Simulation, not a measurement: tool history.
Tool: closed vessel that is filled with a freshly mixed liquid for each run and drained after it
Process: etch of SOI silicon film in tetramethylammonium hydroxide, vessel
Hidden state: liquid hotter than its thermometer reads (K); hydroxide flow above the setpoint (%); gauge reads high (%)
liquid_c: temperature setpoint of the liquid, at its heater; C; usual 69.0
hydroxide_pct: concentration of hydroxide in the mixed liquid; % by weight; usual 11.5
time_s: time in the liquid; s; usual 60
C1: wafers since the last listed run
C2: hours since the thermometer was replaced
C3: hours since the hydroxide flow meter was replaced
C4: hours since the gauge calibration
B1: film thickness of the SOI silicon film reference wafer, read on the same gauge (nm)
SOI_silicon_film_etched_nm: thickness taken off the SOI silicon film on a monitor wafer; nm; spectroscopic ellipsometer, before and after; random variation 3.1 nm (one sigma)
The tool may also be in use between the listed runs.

{"run": 1, "hour": 0.0, "liquid_c": 73.0, "hydroxide_pct": 11.5, "time_s": 60, "C1": 0, "C2": 1443.2, "C3": 1738.4, "C4": 955.1, "B1": 150.01, "SOI_silicon_film_etched_nm": 435.06}
{"run": 2, "hour": 57.8, "liquid_c": 69.0, "hydroxide_pct": 11.5, "time_s": 60, "C1": 5083, "C2": 1501.0, "C3": 1796.2, "C4": 1012.9, "B1": 150.02, "SOI_silicon_film_etched_nm": 352.87}
{"run": 3, "hour": 128.4, "liquid_c": 69.0, "hydroxide_pct": 8.5, "time_s": 60, "C1": 6209, "C2": 1571.6, "C3": 1866.8, "C4": 1083.5, "B1": 150.0, "SOI_silicon_film_etched_nm": 388.08}
{"run": 4, "hour": 182.6, "liquid_c": 71.0, "hydroxide_pct": 9.0, "time_s": 60, "C1": 4767, "C2": 1625.8, "C3": 1921.0, "C4": 1137.7, "B1": 149.97, "SOI_silicon_film_etched_nm": 429.99}
{"run": 5, "hour": 212.7, "liquid_c": 71.0, "hydroxide_pct": 9.0, "time_s": 60, "C1": 2647, "C2": 1655.9, "C3": 1951.1, "C4": 1167.8, "B1": 149.99, "SOI_silicon_film_etched_nm": 426.31}
{"run": 6, "hour": 283.2, "liquid_c": 71.0, "hydroxide_pct": 9.0, "time_s": 60, "C1": 6200, "C2": 1726.4, "C3": 2021.6, "C4": 1238.3, "B1": 150.02, "SOI_silicon_film_etched_nm": 432.95}
{"run": 7, "hour": 320.2, "liquid_c": 69.0, "hydroxide_pct": 11.5, "time_s": 60, "C1": 3254, "C2": 1763.4, "C3": 2058.6, "C4": 1275.3, "B1": 150.01, "SOI_silicon_film_etched_nm": 347.58}
{"run": 8, "hour": 392.1, "liquid_c": 69.0, "hydroxide_pct": 11.5, "time_s": 60, "C1": 6323, "C2": 1835.3, "C3": 2130.5, "C4": 1347.2, "B1": 150.01, "SOI_silicon_film_etched_nm": 346.78}
{"run": 9, "hour": 426.7, "liquid_c": 69.0, "hydroxide_pct": 11.5, "time_s": 60, "C1": 3043, "C2": 1869.9, "C3": 2165.1, "C4": 1381.8, "B1": 150.0, "SOI_silicon_film_etched_nm": 348.85}
{"hour": 429.0, "done": "hydroxide flow meter replaced"}
{"run": 10, "hour": 482.9, "liquid_c": 74.5, "hydroxide_pct": 15.0, "time_s": 95, "C1": 4854, "C2": 1926.1, "C3": 53.9, "C4": 1438.0, "B1": 150.04, "SOI_silicon_film_etched_nm": 706.65}
{"run": 11, "hour": 553.6, "liquid_c": 69.0, "hydroxide_pct": 11.5, "time_s": 60, "C1": 6218, "C2": 1996.8, "C3": 124.6, "C4": 1508.7, "B1": 149.96, "SOI_silicon_film_etched_nm": 364.66}
{"run": 12, "hour": 629.0, "liquid_c": 69.0, "hydroxide_pct": 11.5, "time_s": 60, "C1": 6631, "C2": 2072.2, "C3": 200.0, "C4": 1584.1, "B1": 149.99, "SOI_silicon_film_etched_nm": 359.2}
{"hour": 649.5, "done": "gauge calibrated"}
{"run": 13, "hour": 696.8, "liquid_c": 61.5, "hydroxide_pct": 11.5, "time_s": 80, "C1": 5963, "C2": 2140.0, "C3": 267.8, "C4": 47.3, "B1": 150.03, "SOI_silicon_film_etched_nm": 308.08}
{"run": 14, "hour": 729.1, "liquid_c": 69.0, "hydroxide_pct": 13.0, "time_s": 70, "C1": 2840, "C2": 2172.3, "C3": 300.1, "C4": 79.6, "B1": 150.03, "SOI_silicon_film_etched_nm": 399.03}
{"run": 15, "hour": 755.2, "liquid_c": 63.5, "hydroxide_pct": 9.0, "time_s": 40, "C1": 2295, "C2": 2198.4, "C3": 326.2, "C4": 105.7, "B1": 150.03, "SOI_silicon_film_etched_nm": 189.6}
{"run": 16, "hour": 845.0, "liquid_c": 77.0, "hydroxide_pct": 11.5, "time_s": 60, "C1": 7898, "C2": 2288.2, "C3": 416.0, "C4": 195.5, "B1": 149.99, "SOI_silicon_film_etched_nm": 574.04}
{"hour": 936.8, "done": "thermometer replaced"}
{"run": 17, "hour": 1041.1, "liquid_c": 64.0, "hydroxide_pct": 11.5, "time_s": 85, "C1": 17159, "C2": 104.3, "C3": 612.1, "C4": 391.6, "B1": 149.99, "SOI_silicon_film_etched_nm": 362.64}
{"run": 18, "hour": 1074.1, "liquid_c": 69.0, "hydroxide_pct": 11.5, "time_s": 60, "C1": 2902, "C2": 137.3, "C3": 645.1, "C4": 424.6, "B1": 149.97, "SOI_silicon_film_etched_nm": 346.05}
{"run": 19, "hour": 1118.9, "liquid_c": 69.0, "hydroxide_pct": 11.5, "time_s": 60, "C1": 3940, "C2": 182.1, "C3": 689.9, "C4": 469.4, "B1": 149.97, "SOI_silicon_film_etched_nm": 344.52}
{"run": 20, "hour": 1172.8, "liquid_c": 64.5, "hydroxide_pct": 14.0, "time_s": 50, "C1": 4740, "C2": 236.0, "C3": 743.8, "C4": 523.3, "B1": 149.98, "SOI_silicon_film_etched_nm": 200.75}
{"run": 21, "hour": 1203.8, "liquid_c": 69.0, "hydroxide_pct": 11.5, "time_s": 85, "C1": 2726, "C2": 267.0, "C3": 774.8, "C4": 554.3, "B1": 150.0, "SOI_silicon_film_etched_nm": 490.32}
{"run": 22, "hour": 1266.9, "liquid_c": 69.0, "hydroxide_pct": 11.5, "time_s": 60, "C1": 5549, "C2": 330.1, "C3": 837.9, "C4": 617.4, "B1": 149.96, "SOI_silicon_film_etched_nm": 346.54}
{"run": 23, "hour": 1309.5, "liquid_c": 64.0, "hydroxide_pct": 13.0, "time_s": 75, "C1": 3746, "C2": 372.7, "C3": 880.5, "C4": 660.0, "B1": 150.0, "SOI_silicon_film_etched_nm": 304.54}
{"run": 24, "hour": 1363.5, "liquid_c": 72.0, "hydroxide_pct": 12.5, "time_s": 60, "C1": 4749, "C2": 426.7, "C3": 934.5, "C4": 714.0, "B1": 150.02, "SOI_silicon_film_etched_nm": 396.8}
{"run": 25, "hour": 1560.0, "liquid_c": 66.0, "hydroxide_pct": 8.5, "time_s": 80, "C1": 17282, "C2": 623.2, "C3": 1131.0, "C4": 910.5, "B1": 149.99, "SOI_silicon_film_etched_nm": 432.08}
{"run": 26, "hour": 1621.6, "liquid_c": 69.0, "hydroxide_pct": 11.5, "time_s": 60, "C1": 5417, "C2": 684.8, "C3": 1192.6, "C4": 972.1, "B1": 149.98, "SOI_silicon_film_etched_nm": 347.61}
{"run": 27, "hour": 1660.3, "liquid_c": 75.0, "hydroxide_pct": 14.0, "time_s": 50, "C1": 3403, "C2": 723.5, "C3": 1231.3, "C4": 1010.8, "B1": 150.05, "SOI_silicon_film_etched_nm": 366.29}
{"run": 28, "hour": 1711.1, "liquid_c": 73.5, "hydroxide_pct": 13.5, "time_s": 85, "C1": 4467, "C2": 774.3, "C3": 1282.1, "C4": 1061.6, "B1": 150.0, "SOI_silicon_film_etched_nm": 589.48}
{"run": 29, "hour": 1763.4, "liquid_c": 69.0, "hydroxide_pct": 9.5, "time_s": 60, "C1": 4599, "C2": 826.6, "C3": 1334.4, "C4": 1113.9, "B1": 150.03, "SOI_silicon_film_etched_nm": 369.43}
{"run": 30, "hour": 1801.7, "liquid_c": 69.0, "hydroxide_pct": 11.5, "time_s": 60, "C1": 3368, "C2": 864.9, "C3": 1372.7, "C4": 1152.2, "B1": 149.96, "SOI_silicon_film_etched_nm": 345.94}
{"run": 31, "hour": 1951.4, "liquid_c": 69.0, "hydroxide_pct": 11.5, "time_s": 60, "C1": 13166, "C2": 1014.6, "C3": 1522.4, "C4": 1301.9, "B1": 150.02, "SOI_silicon_film_etched_nm": 342.89}
{"run": 32, "hour": 2010.4, "liquid_c": 69.0, "hydroxide_pct": 11.5, "time_s": 60, "C1": 5189, "C2": 1073.6, "C3": 1581.4, "C4": 1360.9, "B1": 150.02, "SOI_silicon_film_etched_nm": 345.75}
{"run": 33, "hour": 2057.9, "liquid_c": 76.5, "hydroxide_pct": 10.0, "time_s": 35, "C1": 4177, "C2": 1121.1, "C3": 1628.9, "C4": 1408.4, "B1": 149.99, "SOI_silicon_film_etched_nm": 323.8}

What the log doesn't show, run by run:
gauge reads high (%): 0 in every run
H1: liquid hotter than its thermometer reads (K)
H2: hydroxide flow above the setpoint (%)
run=1 H1=0.584 H2=9.88
run=2 H1=0.602 H2=10.2
run=3 H1=0.625 H2=10.5
run=4 H1=0.641 H2=10.8
run=5 H1=0.651 H2=10.9
run=6 H1=0.673 H2=11.2
run=7 H1=0.684 H2=11.4
run=8 H1=0.707 H2=11.8
run=9 H1=0.718 H2=11.9
run=10 H1=0.735 H2=0.752
run=11 H1=0.757 H2=1.09
run=12 H1=0.781 H2=1.46
run=13 H1=0.802 H2=1.79
run=14 H1=0.812 H2=1.94
run=15 H1=0.82 H2=2.07
run=16 H1=0.848 H2=2.5
run=17 H1=0.0363 H2=3.45
run=18 H1=0.0466 H2=3.61
run=19 H1=0.0605 H2=3.83
run=20 H1=0.0773 H2=4.09
run=21 H1=0.087 H2=4.24
run=22 H1=0.107 H2=4.54
run=23 H1=0.12 H2=4.75
run=24 H1=0.137 H2=5.01
run=25 H1=0.198 H2=5.96
run=26 H1=0.217 H2=6.26
run=27 H1=0.229 H2=6.44
run=28 H1=0.245 H2=6.69
run=29 H1=0.262 H2=6.94
run=30 H1=0.273 H2=7.13
run=31 H1=0.32 H2=7.85
run=32 H1=0.339 H2=8.14
run=33 H1=0.353 H2=8.37
